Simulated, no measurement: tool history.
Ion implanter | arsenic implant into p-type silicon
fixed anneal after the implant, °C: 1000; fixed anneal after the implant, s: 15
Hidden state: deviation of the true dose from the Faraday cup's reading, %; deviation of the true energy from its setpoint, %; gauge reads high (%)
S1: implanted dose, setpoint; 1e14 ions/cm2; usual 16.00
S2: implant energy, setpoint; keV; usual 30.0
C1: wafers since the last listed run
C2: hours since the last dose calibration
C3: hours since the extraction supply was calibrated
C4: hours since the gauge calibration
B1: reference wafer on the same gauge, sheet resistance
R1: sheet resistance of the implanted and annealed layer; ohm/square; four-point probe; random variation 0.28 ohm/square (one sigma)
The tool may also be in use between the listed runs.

run 1 hour=0.0 | S1=18.37 S2=30.0 | C1=0 C2=236.1 C3=3128.2 C4=971.8 | B1=83.01 | R1=97.88
run 2 hour=74.8 | S1=16.00 S2=30.0 | C1=2016 C2=310.9 C3=3203.0 C4=1046.6 | B1=83.05 | R1=100.93
run 3 hour=161.0 | S1=16.00 S2=30.0 | C1=2323 C2=397.1 C3=3289.2 C4=1132.8 | B1=83.01 | R1=101.17
run 4 hour=215.2 | S1=16.00 S2=30.0 | C1=1461 C2=451.3 C3=3343.4 C4=1187.0 | B1=82.97 | R1=100.89
run 5 hour=308.2 | S1=14.79 S2=30.0 | C1=2507 C2=544.3 C3=3436.4 C4=1280.0 | B1=82.94 | R1=103.04
run 6 hour=403.7 | S1=14.79 S2=30.0 | C1=2574 C2=639.8 C3=3531.9 C4=1375.5 | B1=83.03 | R1=103.64
run 7 hour=482.0 | S1=17.39 S2=35.5 | C1=2110 C2=718.1 C3=3610.2 C4=1453.8 | B1=83.00 | R1=92.37
run 8 hour=583.0 | S1=17.39 S2=35.5 | C1=2722 C2=819.1 C3=3711.2 C4=1554.8 | B1=83.00 | R1=91.94
run 9 hour=687.4 | S1=16.00 S2=30.0 | C1=2814 C2=923.5 C3=3815.6 C4=1659.2 | B1=83.08 | R1=100.44
run 10 hour=750.1 | S1=14.36 S2=32.5 | C1=1690 C2=986.2 C3=3878.3 C4=1721.9 | B1=82.99 | R1=100.84
run 11 hour=799.1 | S1=14.36 S2=32.5 | C1=1320 C2=1035.2 C3=3927.3 C4=1770.9 | B1=83.04 | R1=100.54
run 12 hour=865.4 | S1=16.00 S2=30.0 | C1=1787 C2=1101.5 C3=3993.6 C4=1837.2 | B1=83.00 | R1=100.57
run 13 hour=931.0 | S1=12.28 S2=30.0 | C1=1768 C2=1167.1 C3=4059.2 C4=1902.8 | B1=82.93 | R1=110.17
run 14 hour=972.4 | S1=16.00 S2=26.5 | C1=1116 C2=1208.5 C3=4100.6 C4=1944.2 | B1=82.98 | R1=105.96
run 15 hour=1055.8 | S1=16.00 S2=26.5 | C1=2248 C2=1291.9 C3=4184.0 C4=2027.6 | B1=83.03 | R1=105.64
-- hour=1101.8 extraction supply calibrated
run 16 hour=1128.4 | S1=16.00 S2=30.0 | C1=1741 C2=1364.5 C3=26.6 C4=2100.2 | B1=83.05 | R1=100.60
run 17 hour=1235.5 | S1=16.00 S2=30.0 | C1=2887 C2=1471.6 C3=133.7 C4=2207.3 | B1=82.96 | R1=100.92
run 18 hour=1335.5 | S1=17.68 S2=40.0 | C1=2695 C2=1571.6 C3=233.7 C4=2307.3 | B1=83.04 | R1=87.15
run 19 hour=1385.8 | S1=13.02 S2=35.5 | C1=1356 C2=1621.9 C3=284.0 C4=2357.6 | B1=83.03 | R1=101.65
-- hour=1435.5 Faraday cup replaced and dose calibrated
run 20 hour=1477.4 | S1=16.00 S2=30.0 | C1=2253 C2=41.9 C3=375.6 C4=2449.2 | B1=82.99 | R1=102.01
run 21 hour=1522.4 | S1=18.74 S2=35.0 | C1=1213 C2=86.9 C3=420.6 C4=2494.2 | B1=82.97 | R1=92.00
run 22 hour=1583.6 | S1=20.24 S2=26.0 | C1=1649 C2=148.1 C3=481.8 C4=2555.4 | B1=83.03 | R1=102.39
run 23 hour=1652.4 | S1=13.42 S2=30.0 | C1=1854 C2=216.9 C3=550.6 C4=2624.2 | B1=83.06 | R1=107.40
-- hour=1672.1 gauge calibrated
run 24 hour=1732.9 | S1=16.00 S2=30.0 | C1=2170 C2=297.4 C3=631.1 C4=60.8 | B1=82.95 | R1=101.56
run 25 hour=1833.9 | S1=11.87 S2=23.0 | C1=2722 C2=398.4 C3=732.1 C4=161.8 | B1=83.01 | R1=123.66
run 26 hour=1872.7 | S1=18.55 S2=33.0 | C1=1046 C2=437.2 C3=770.9 C4=200.6 | B1=82.96 | R1=94.28
run 27 hour=1917.4 | S1=20.04 S2=20.0 | C1=1205 C2=481.9 C3=815.6 C4=245.3 | B1=83.00 | R1=114.25
run 28 hour=2005.4 | S1=16.00 S2=30.0 | C1=2372 C2=569.9 C3=903.6 C4=333.3 | B1=83.02 | R1=100.95
run 29 hour=2166.1 | S1=16.00 S2=30.0 | C1=4332 C2=730.6 C3=1064.3 C4=494.0 | B1=83.07 | R1=101.18
run 30 hour=2250.7 | S1=16.00 S2=30.0 | C1=2280 C2=815.2 C3=1148.9 C4=578.6 | B1=83.02 | R1=100.68
run 31 hour=2333.7 | S1=11.45 S2=23.0 | C1=2237 C2=898.2 C3=1231.9 C4=661.6 | B1=82.95 | R1=125.07
run 32 hour=2389.3 | S1=16.00 S2=26.0 | C1=1498 C2=953.8 C3=1287.5 C4=717.2 | B1=83.00 | R1=106.37
run 33 hour=2466.6 | S1=12.21 S2=35.0 | C1=2083 C2=1031.1 C3=1364.8 C4=794.5 | B1=82.90 | R1=105.05
run 34 hour=2546.6 | S1=20.46 S2=34.0 | C1=2156 C2=1111.1 C3=1444.8 C4=874.5 | B1=82.96 | R1=90.42
run 35 hour=2630.7 | S1=16.00 S2=30.0 | C1=2267 C2=1195.2 C3=1528.9 C4=958.6 | B1=83.02 | R1=100.99
run 36 hour=2674.5 | S1=13.60 S2=32.5 | C1=1180 C2=1239.0 C3=1572.7 C4=1002.4 | B1=82.90 | R1=102.08

The tool's hidden state at each run:
deviation of the true energy from its setpoint, %: 0 in every run
gauge reads high (%): 0 in every run
H1: deviation of the true dose from the Faraday cup's reading, %
run=1 H1=1.55
run=2 H1=1.99
run=3 H1=2.42
run=4 H1=2.66
run=5 H1=3.02
run=6 H1=3.33
run=7 H1=3.55
run=8 H1=3.79
run=9 H1=4
run=10 H1=4.1
run=11 H1=4.17
run=12 H1=4.27
run=13 H1=4.34
run=14 H1=4.39
run=15 H1=4.47
run=16 H1=4.53
run=17 H1=4.61
run=18 H1=4.67
run=19 H1=4.7
run=20 H1=0.456
run=21 H1=0.842
run=22 H1=1.32
run=23 H1=1.79
run=24 H1=2.28
run=25 H1=2.79
run=26 H1=2.97
run=27 H1=3.15
run=28 H1=3.48
run=29 H1=3.95
run=30 H1=4.15
run=31 H1=4.31
run=32 H1=4.41
run=33 H1=4.53
run=34 H1=4.64
run=35 H1=4.74
run=36 H1=4.79
